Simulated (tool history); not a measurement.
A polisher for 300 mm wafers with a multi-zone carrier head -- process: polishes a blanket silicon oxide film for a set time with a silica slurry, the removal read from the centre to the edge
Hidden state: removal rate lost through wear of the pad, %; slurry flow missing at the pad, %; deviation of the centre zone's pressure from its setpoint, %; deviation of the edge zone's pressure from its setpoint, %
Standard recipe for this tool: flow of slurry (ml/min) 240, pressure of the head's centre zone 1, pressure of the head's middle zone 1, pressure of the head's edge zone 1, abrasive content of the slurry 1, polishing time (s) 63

run    hour  flow of slurry (ml/min)  pressure of the head's centre zone  pressure of the head's middle zone  pressure of the head's edge zone  abrasive content of the slurry  polishing time (s)  wafers since the last listed run  wafers polished on this pad  hours since the slurry nozzle was cleaned  hours since the centre zone pressure was calibrated  hours since the edge zone pressure was calibrated  hours since the carrier head's membrane was replaced  incoming thickness of the incoming film, nm  film removed at the wafer's centre (angstrom)  film removed at mid-radius (angstrom)  film removed at the wafer's edge (angstrom)
  1       0                      240                                   1                                   1                                 1                               1                  63                                 0                         2582                                       24.6                                                770.5                                              133.5                                                 363.4                                       1712.8                                           1585                                   1569                                         1629
  2    33.9                      240                                   1                                   1                                 1                               1                  59                               457                         3039                                       58.5                                                804.4                                              167.4                                                 397.3                                       1746.5                                           1476                                   1449                                         1501
       49.6  -- worn pad replaced by a new one
  3    66.9                      240                                   1                                   1                                 1                             1.1                  63                               391                          232                                       91.5                                                837.4                                              200.4                                                 430.3                                         1724                                           1641                                   1593                                         1660
  4   137.6                      240                                   1                                   1                                 1                             1.1                  63                               953                         1186                                      162.2                                                908.1                                              271.1                                                   501                                         1714                                           1615                                   1597                                         1702
  5   174.6                      240                                   1                                   1                                 1                             1.1                  63                               498                         1685                                      199.2                                                945.1                                              308.1                                                   538                                       1741.7                                           1627                                   1610                                         1665
  6   238.1                      240                                0.96                                   1                                 1                               1                  63                               856                         2541                                      262.7                                               1008.6                                              371.6                                                 601.5                                       1727.5                                           1498                                   1539                                         1634
      265.8  -- worn pad replaced by a new one
  7     284                      240                                   1                                   1                                 1                               1                  63                               564                          245                                      308.6                                               1054.5                                              417.5                                                 647.4                                       1748.1                                           1559                                   1543                                         1595
  8   353.4                      240                                   1                                   1                                 1                               1                  63                               935                         1180                                        378                                               1123.9                                              486.9                                                 716.8                                       1736.9                                           1559                                   1536                                         1592
  9   383.3                      240                                   1                                   1                                 1                               1                  63                               403                         1584                                      407.9                                               1153.8                                              516.8                                                 746.7                                       1732.9                                           1540                                   1527                                         1619
      405.6  -- centre zone pressure recalibrated
 10   443.1                      240                                   1                                   1                                 1                               1                  63                               779                         2363                                      467.7                                                 37.5                                              576.6                                                 806.5                                       1717.6                                           1533                                   1520                                         1574
 11   474.9                      240                                1.05                                1.09                                 1                             1.1                  63                               428                         2792                                      499.5                                                 69.3                                              608.4                                                 838.3                                       1758.8                                           1677                                   1659                                         1631
      481.7  -- slurry nozzle cleaned
      522.4  -- worn pad replaced by a new one
 12   544.1                      285                                   1                                   1                                 1                               1                  63                               865                          292                                       62.4                                                138.5                                              677.6                                                 907.5                                       1743.9                                           1615                                   1614                                         1667
 13   591.4                      210                                   1                                   1                                 1                               1                  63                               637                          930                                      109.7                                                185.8                                              724.9                                                 954.8                                       1752.7                                           1532                                   1543                                         1620
 14   636.7                      240                                0.95                                   1                              0.93                             1.2                  42                               610                         1541                                        155                                                231.1                                              770.2                                                1000.1                                         1739                                           1057                                   1094                                         1114
      644.2  -- carrier head's membrane replaced by a new one
        767  -- worn pad replaced by a new one
 15   800.1                      240                                0.96                                   1                                 1                               1                  63                              2081                          445                                      318.4                                                394.5                                              933.6                                                 155.9                                       1738.2                                           1483                                   1515                                         1624
 16   835.9                      240                                   1                                   1                               0.9                            0.85                  54                               482                          928                                      354.2                                                430.3                                              969.4                                                 191.7                                       1727.2                                           1245                                   1233                                         1254
      838.1  -- edge zone pressure recalibrated
      898.9  -- slurry nozzle cleaned
 17   902.1                      160                                   1                                0.88                                 1                               1                  70                               852                         1780                                        3.2                                                496.5                                                 64                                                 257.9                                       1775.1                                           1679                                   1509                                         1783
 18   970.8                      240                                0.95                                1.09                                 1                            1.15                  81                               926                         2707                                       71.9                                                565.2                                              132.7                                                 326.6                                       1718.7                                           2048                                   2255                                         2173
     1002.6  -- worn pad replaced by a new one
 19  1019.6                      240                                   1                                   1                                 1                               1                  63                               604                          229                                      120.7                                                  614                                              181.5                                                 375.4                                       1741.7                                           1584                                   1543                                         1628
 20  1080.5                      240                                   1                                0.96                                 1                             0.9                  41                               821                         1051                                      181.6                                                674.9                                              242.4                                                 436.3                                       1769.7                                            998                                    931                                         1022
 21  1144.7                      190                                   1                                   1                                 1                               1                  63                               865                         1916                                      245.8                                                739.1                                              306.6                                                 500.5                                         1761                                           1510                                   1502                                         1581

Branching from run 21: 4 alternative next runs. What would each branch give?
  A  1145.1                      240                                   1                                   1                                 1                               1                  63                                 5                         1922                                      246.2                                                739.5                                                307                                                 500.9                                       1749.4                                              ?                                      ?                                            ?
  B  1145.1                      240                                   1                                   1                              0.92                             0.9                  63                                 5                         1922                                      246.2                                                739.5                                                307                                                 500.9                                       1749.4                                              ?                                      ?                                            ?
  C  1145.1                      240                                1.08                                   1                                 1                               1                  63                                 5                         1922                                      246.2                                                739.5                                                307                                                 500.9                                       1749.4                                              ?                                      ?                                            ?
  D  1145.1                      240                                0.94                                1.05                                 1                               1                  79                                 5                         1922                                      246.2                                                739.5                                                307                                                 500.9                                       1749.4                                              ?                                      ?                                            ?

run  film removed at the wafer's centre (angstrom)  film removed at mid-radius (angstrom)  film removed at the wafer's edge (angstrom)
  A                                           1572                                   1556                                         1596
  B                                           1518                                   1503                                         1494
  C                                           1698                                   1556                                         1596
  D                                           1852                                   2035                                         2001
What these runs would have given with no unlogged condition in the tool:
run  film removed at the wafer's centre (angstrom)  film removed at mid-radius (angstrom)  film removed at the wafer's edge (angstrom)
  A                                           1606                                   1587                                         1620
  B                                           1551                                   1533                                         1516
  C                                           1736                                   1587                                         1620
  D                                           1893                                   2075                                         2030

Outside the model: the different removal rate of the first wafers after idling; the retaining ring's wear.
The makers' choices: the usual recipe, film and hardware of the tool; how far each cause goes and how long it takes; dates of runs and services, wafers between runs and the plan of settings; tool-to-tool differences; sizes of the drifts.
